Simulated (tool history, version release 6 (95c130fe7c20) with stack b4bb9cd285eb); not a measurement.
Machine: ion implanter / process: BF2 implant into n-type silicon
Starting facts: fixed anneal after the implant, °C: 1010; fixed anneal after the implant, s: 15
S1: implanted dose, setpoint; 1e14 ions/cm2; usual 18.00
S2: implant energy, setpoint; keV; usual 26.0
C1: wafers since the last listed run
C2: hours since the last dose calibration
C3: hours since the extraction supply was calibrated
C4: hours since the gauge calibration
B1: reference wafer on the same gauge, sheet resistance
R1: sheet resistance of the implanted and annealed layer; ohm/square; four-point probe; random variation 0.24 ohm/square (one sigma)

{"run": 1, "day": 0.0, "S1": 18.0, "S2": 26.0, "C1": 0, "C2": 450.2, "C3": 5445.3, "C4": 1049.9, "B1": 157.96, "R1": 157.42}
{"run": 2, "day": 3.054, "S1": 18.0, "S2": 26.0, "C1": 2116, "C2": 523.5, "C3": 5518.6, "C4": 1123.2, "B1": 157.97, "R1": 157.22}
{"run": 3, "day": 6.262, "S1": 18.0, "S2": 26.0, "C1": 2222, "C2": 600.5, "C3": 5595.6, "C4": 1200.2, "B1": 158.0, "R1": 157.46}
{"run": 4, "day": 10.675, "S1": 18.0, "S2": 26.0, "C1": 3057, "C2": 706.4, "C3": 5701.5, "C4": 1306.1, "B1": 157.98, "R1": 157.35}
{"run": 5, "day": 14.662, "S1": 18.0, "S2": 26.0, "C1": 2762, "C2": 802.1, "C3": 5797.2, "C4": 1401.8, "B1": 158.02, "R1": 157.54}
{"run": 6, "day": 18.154, "S1": 18.0, "S2": 26.0, "C1": 2419, "C2": 885.9, "C3": 5881.0, "C4": 1485.6, "B1": 157.98, "R1": 157.49}
{"run": 7, "day": 21.971, "S1": 18.0, "S2": 26.0, "C1": 2644, "C2": 977.5, "C3": 5972.6, "C4": 1577.2, "B1": 158.14, "R1": 157.98}
{"run": 8, "day": 33.783, "S1": 18.0, "S2": 21.0, "C1": 8184, "C2": 1261.0, "C3": 6256.1, "C4": 1860.7, "B1": 157.91, "R1": 174.53}
{"run": 9, "day": 37.075, "S1": 18.0, "S2": 21.0, "C1": 2280, "C2": 1340.0, "C3": 6335.1, "C4": 1939.7, "B1": 158.03, "R1": 174.41}
{"run": 10, "day": 41.238, "S1": 18.0, "S2": 26.0, "C1": 2883, "C2": 1439.9, "C3": 6435.0, "C4": 2039.6, "B1": 158.03, "R1": 158.02}
{"run": 11, "day": 43.625, "S1": 18.0, "S2": 30.0, "C1": 1654, "C2": 1497.2, "C3": 6492.3, "C4": 2096.9, "B1": 158.02, "R1": 146.47}
{"run": 12, "day": 46.033, "S1": 18.0, "S2": 30.0, "C1": 1668, "C2": 1555.0, "C3": 6550.1, "C4": 2154.7, "B1": 157.92, "R1": 146.78}
{"day": 47.608, "done": "gauge calibrated"}
{"day": 49.692, "done": "extraction supply calibrated"}
{"run": 13, "day": 49.779, "S1": 18.0, "S2": 26.0, "C1": 2364, "C2": 1644.9, "C3": 2.1, "C4": 52.1, "B1": 157.88, "R1": 159.02}
{"run": 14, "day": 55.696, "S1": 18.0, "S2": 26.0, "C1": 4099, "C2": 1786.9, "C3": 144.1, "C4": 194.1, "B1": 157.96, "R1": 159.15}
{"run": 15, "day": 58.029, "S1": 13.11, "S2": 23.5, "C1": 1616, "C2": 1842.9, "C3": 200.1, "C4": 250.1, "B1": 158.0, "R1": 175.86}
{"run": 16, "day": 61.617, "S1": 20.53, "S2": 20.5, "C1": 2485, "C2": 1929.0, "C3": 286.2, "C4": 336.2, "B1": 158.12, "R1": 176.23}
{"run": 17, "day": 65.383, "S1": 22.66, "S2": 33.5, "C1": 2609, "C2": 2019.4, "C3": 376.6, "C4": 426.6, "B1": 157.98, "R1": 137.74}
{"day": 67.633, "done": "extraction supply calibrated, repeated, since the last time left the tool worse"}
{"run": 18, "day": 69.079, "S1": 18.0, "S2": 21.5, "C1": 2329, "C2": 2108.1, "C3": 34.7, "C4": 515.3, "B1": 157.99, "R1": 170.79}
{"run": 19, "day": 71.504, "S1": 13.65, "S2": 26.0, "C1": 1680, "C2": 2166.3, "C3": 92.9, "C4": 573.5, "B1": 157.98, "R1": 162.35}
{"day": 71.938, "done": "Faraday cup replaced and dose calibrated"}
{"run": 20, "day": 74.692, "S1": 22.43, "S2": 23.0, "C1": 1977, "C2": 66.1, "C3": 169.4, "C4": 650.0, "B1": 158.01, "R1": 162.27}
{"run": 21, "day": 76.658, "S1": 23.37, "S2": 30.0, "C1": 1362, "C2": 113.3, "C3": 216.6, "C4": 697.2, "B1": 157.91, "R1": 142.04}
{"run": 22, "day": 80.929, "S1": 13.84, "S2": 26.0, "C1": 2958, "C2": 215.8, "C3": 319.1, "C4": 799.7, "B1": 158.05, "R1": 161.75}
{"run": 23, "day": 85.342, "S1": 18.0, "S2": 17.5, "C1": 3057, "C2": 321.7, "C3": 425.0, "C4": 905.6, "B1": 158.02, "R1": 187.59}
{"run": 24, "day": 89.25, "S1": 22.18, "S2": 26.0, "C1": 2707, "C2": 415.5, "C3": 518.8, "C4": 999.4, "B1": 157.99, "R1": 152.98}
{"run": 25, "day": 92.862, "S1": 14.53, "S2": 26.0, "C1": 2502, "C2": 502.2, "C3": 605.5, "C4": 1086.1, "B1": 158.02, "R1": 160.66}
{"run": 26, "day": 95.838, "S1": 18.0, "S2": 26.0, "C1": 2061, "C2": 573.6, "C3": 676.9, "C4": 1157.5, "B1": 157.99, "R1": 156.32}
{"run": 27, "day": 97.954, "S1": 18.0, "S2": 26.0, "C1": 1466, "C2": 624.4, "C3": 727.7, "C4": 1208.3, "B1": 158.04, "R1": 155.49}

Subtracting, for every run, the result it would have given without the tool's unlogged condition from the measured result gives the following. The same run-to-run variation enters both numbers; the gauge's scatter may not:
Hidden state at play: deviation of the true dose from the Faraday cup's reading, %; deviation of the true energy from its setpoint, %; gauge reads high (%).
run=1 R1=+2.11
run=2 R1=+2.13
run=3 R1=+2.16
run=4 R1=+2.20
run=5 R1=+2.24
run=6 R1=+2.27
run=7 R1=+2.32
run=8 R1=+2.54
run=9 R1=+2.57
run=10 R1=+2.49
run=11 R1=+2.38
run=12 R1=+2.40
run=13 R1=+3.99
run=14 R1=+4.05
run=15 R1=+4.28
run=16 R1=+4.24
run=17 R1=+3.77
run=18 R1=+0.31
run=19 R1=+0.33
run=20 R1=+0.35
run=21 R1=+0.35
run=22 R1=+0.41
run=23 R1=+0.48
run=24 R1=+0.47
run=25 R1=+0.52
run=26 R1=+0.55
run=27 R1=+0.56
